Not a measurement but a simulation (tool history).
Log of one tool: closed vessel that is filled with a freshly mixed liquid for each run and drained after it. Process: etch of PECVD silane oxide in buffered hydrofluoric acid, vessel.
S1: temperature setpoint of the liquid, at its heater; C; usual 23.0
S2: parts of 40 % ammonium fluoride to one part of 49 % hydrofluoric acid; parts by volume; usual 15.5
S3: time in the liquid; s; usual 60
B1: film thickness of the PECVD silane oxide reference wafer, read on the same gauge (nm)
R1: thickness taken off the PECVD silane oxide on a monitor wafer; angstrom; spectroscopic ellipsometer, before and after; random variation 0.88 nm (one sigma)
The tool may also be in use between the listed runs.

{"run": 1, "hour": 0.0, "S1": 23.0, "S2": 15.5, "S3": 60, "B1": 90.01, "R1": 1451.2}
{"run": 2, "hour": 12.9, "S1": 23.0, "S2": 15.5, "S3": 60, "B1": 90.02, "R1": 1439.5}
{"run": 3, "hour": 41.1, "S1": 23.0, "S2": 15.5, "S3": 60, "B1": 90.02, "R1": 1433.4}
{"run": 4, "hour": 69.7, "S1": 23.0, "S2": 15.5, "S3": 60, "B1": 90.02, "R1": 1435.6}
{"run": 5, "hour": 84.5, "S1": 23.0, "S2": 15.5, "S3": 60, "B1": 89.99, "R1": 1434.5}
{"run": 6, "hour": 116.9, "S1": 23.0, "S2": 15.5, "S3": 60, "B1": 90.01, "R1": 1434.8}
{"run": 7, "hour": 140.3, "S1": 23.0, "S2": 15.5, "S3": 60, "B1": 89.97, "R1": 1444.3}
{"run": 8, "hour": 153.5, "S1": 20.0, "S2": 15.5, "S3": 60, "B1": 90.01, "R1": 1206.8}
{"run": 9, "hour": 169.3, "S1": 20.0, "S2": 15.5, "S3": 60, "B1": 90.0, "R1": 1212.7}
{"hour": 175.9, "done": "gauge calibrated"}
{"run": 10, "hour": 201.4, "S1": 19.5, "S2": 15.5, "S3": 40, "B1": 90.01, "R1": 780.4}
{"run": 11, "hour": 220.0, "S1": 23.0, "S2": 15.5, "S3": 60, "B1": 89.99, "R1": 1426.4}
{"run": 12, "hour": 232.2, "S1": 26.0, "S2": 21.0, "S3": 80, "B1": 90.01, "R1": 1673.7}
{"hour": 235.9, "done": "hydrofluoric acid flow meter replaced"}
{"run": 13, "hour": 315.5, "S1": 23.0, "S2": 15.5, "S3": 60, "B1": 89.99, "R1": 1414.0}
{"run": 14, "hour": 334.5, "S1": 19.0, "S2": 19.5, "S3": 60, "B1": 89.97, "R1": 893.0}
{"hour": 344.3, "done": "thermometer replaced"}
{"run": 15, "hour": 366.7, "S1": 23.0, "S2": 15.5, "S3": 60, "B1": 90.01, "R1": 1520.2}
{"run": 16, "hour": 386.0, "S1": 23.0, "S2": 15.5, "S3": 40, "B1": 89.98, "R1": 1004.2}
{"run": 17, "hour": 412.7, "S1": 23.0, "S2": 19.5, "S3": 50, "B1": 90.0, "R1": 996.3}
{"run": 18, "hour": 429.7, "S1": 19.5, "S2": 9.5, "S3": 45, "B1": 90.01, "R1": 1494.5}
{"hour": 433.1, "done": "gauge calibrated"}
{"run": 19, "hour": 451.7, "S1": 27.5, "S2": 12.5, "S3": 90, "B1": 90.02, "R1": 3571.6}
{"run": 20, "hour": 479.2, "S1": 23.0, "S2": 15.5, "S3": 60, "B1": 90.02, "R1": 1507.4}

3 ways to go on from here, each from the tool as it stands after run 20. What would each give?
{"run": "A", "hour": 479.9, "S1": 23.0, "S2": 15.5, "S3": 60, "B1": "?", "R1": "?"}
{"run": "B", "hour": 479.9, "S1": 18.5, "S2": 17.0, "S3": 90, "B1": "?", "R1": "?"}
{"run": "C", "hour": 479.9, "S1": 23.0, "S2": 19.5, "S3": 90, "B1": "?", "R1": "?"}

run=A B1=90.01 R1=1499.9
run=B B1=90.01 R1=1597.1
run=C B1=90.01 R1=1794.3
Without the tool's hidden state the same runs would have given:
run=A R1=1522.3
run=B R1=1621.8
run=C R1=1821.2
